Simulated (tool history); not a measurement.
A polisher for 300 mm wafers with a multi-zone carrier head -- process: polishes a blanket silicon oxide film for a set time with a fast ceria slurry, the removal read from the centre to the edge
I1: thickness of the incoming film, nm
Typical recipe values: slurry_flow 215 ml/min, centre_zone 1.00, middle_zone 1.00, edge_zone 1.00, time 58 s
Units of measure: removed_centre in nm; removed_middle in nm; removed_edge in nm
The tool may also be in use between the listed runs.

{"run": 1, "hour": 0.0, "slurry_flow": 215, "centre_zone": 1.0, "middle_zone": 1.0, "edge_zone": 0.94, "time": 58, "I1": 3685.9, "removed_centre": 1167.8, "removed_middle": 1200.2, "removed_edge": 1189.6}
{"run": 2, "hour": 47.2, "slurry_flow": 215, "centre_zone": 1.0, "middle_zone": 1.0, "edge_zone": 0.94, "time": 58, "I1": 3768.1, "removed_centre": 1119.9, "removed_middle": 1217.6, "removed_edge": 1157.1}
{"hour": 58.0, "done": "carrier head's membrane replaced by a new one"}
{"hour": 122.9, "done": "worn pad replaced by a new one"}
{"run": 3, "hour": 124.1, "slurry_flow": 215, "centre_zone": 1.0, "middle_zone": 1.0, "edge_zone": 0.91, "time": 58, "I1": 3760.9, "removed_centre": 1070.7, "removed_middle": 1169.2, "removed_edge": 1127.8}
{"hour": 244.0, "done": "slurry nozzle cleaned"}
{"run": 4, "hour": 253.6, "slurry_flow": 215, "centre_zone": 1.0, "middle_zone": 1.0, "edge_zone": 0.91, "time": 58, "I1": 3759.4, "removed_centre": 1202.7, "removed_middle": 1282.5, "removed_edge": 1204.4}
{"hour": 325.3, "done": "edge zone pressure recalibrated"}
{"run": 5, "hour": 336.1, "slurry_flow": 215, "centre_zone": 1.0, "middle_zone": 1.0, "edge_zone": 0.91, "time": 58, "I1": 3718.9, "removed_centre": 1160.1, "removed_middle": 1263.8, "removed_edge": 1197.6}
{"hour": 384.3, "done": "worn pad replaced by a new one"}
{"run": 6, "hour": 389.3, "slurry_flow": 235, "centre_zone": 1.0, "middle_zone": 1.0, "edge_zone": 1.0, "time": 69, "I1": 3751.0, "removed_centre": 1428.9, "removed_middle": 1521.7, "removed_edge": 1478.6}
{"run": 7, "hour": 451.1, "slurry_flow": 235, "centre_zone": 1.0, "middle_zone": 1.0, "edge_zone": 1.0, "time": 69, "I1": 3773.5, "removed_centre": 1453.2, "removed_middle": 1497.9, "removed_edge": 1493.7}
{"hour": 500.4, "done": "centre zone pressure recalibrated"}
{"hour": 667.5, "done": "worn pad replaced by a new one"}
{"run": 8, "hour": 691.8, "slurry_flow": 235, "centre_zone": 1.0, "middle_zone": 1.0, "edge_zone": 1.0, "time": 69, "I1": 3744.7, "removed_centre": 1357.5, "removed_middle": 1468.5, "removed_edge": 1425.3}
{"hour": 763.7, "done": "edge zone pressure recalibrated"}
{"run": 9, "hour": 767.5, "slurry_flow": 165, "centre_zone": 1.0, "middle_zone": 0.93, "edge_zone": 0.95, "time": 70, "I1": 3711.1, "removed_centre": 1214.6, "removed_middle": 1192.3, "removed_edge": 1294.8}
{"run": 10, "hour": 810.3, "slurry_flow": 215, "centre_zone": 1.0, "middle_zone": 1.0, "edge_zone": 1.0, "time": 73, "I1": 3721.8, "removed_centre": 1312.4, "removed_middle": 1357.5, "removed_edge": 1424.6}
{"hour": 820.1, "done": "slurry nozzle cleaned"}
{"hour": 844.7, "done": "carrier head's membrane replaced by a new one"}
{"run": 11, "hour": 881.9, "slurry_flow": 140, "centre_zone": 1.07, "middle_zone": 1.0, "edge_zone": 1.0, "time": 58, "I1": 3680.3, "removed_centre": 1109.7, "removed_middle": 1154.0, "removed_edge": 1151.7}
{"hour": 937.7, "done": "worn pad replaced by a new one"}
{"run": 12, "hour": 1009.9, "slurry_flow": 150, "centre_zone": 1.0, "middle_zone": 1.0, "edge_zone": 1.0, "time": 58, "I1": 3770.7, "removed_centre": 1094.0, "removed_middle": 1122.7, "removed_edge": 1179.9}

Run 13 comes next. What will it give?
{"run": 13, "hour": 1088.5, "slurry_flow": 215, "centre_zone": 1.0, "middle_zone": 1.0, "edge_zone": 1.0, "time": 58, "I1": 3673.6, "removed_centre": "?", "removed_middle": "?", "removed_edge": "?"}

removed_centre: 1158.3 nm
removed_middle: 1258.0 nm
removed_edge: 1227.5 nm
Without the tool's hidden state the same run would have given removed_centre 1199.8 nm, removed_middle 1298.4 nm, removed_edge 1256.5 nm.

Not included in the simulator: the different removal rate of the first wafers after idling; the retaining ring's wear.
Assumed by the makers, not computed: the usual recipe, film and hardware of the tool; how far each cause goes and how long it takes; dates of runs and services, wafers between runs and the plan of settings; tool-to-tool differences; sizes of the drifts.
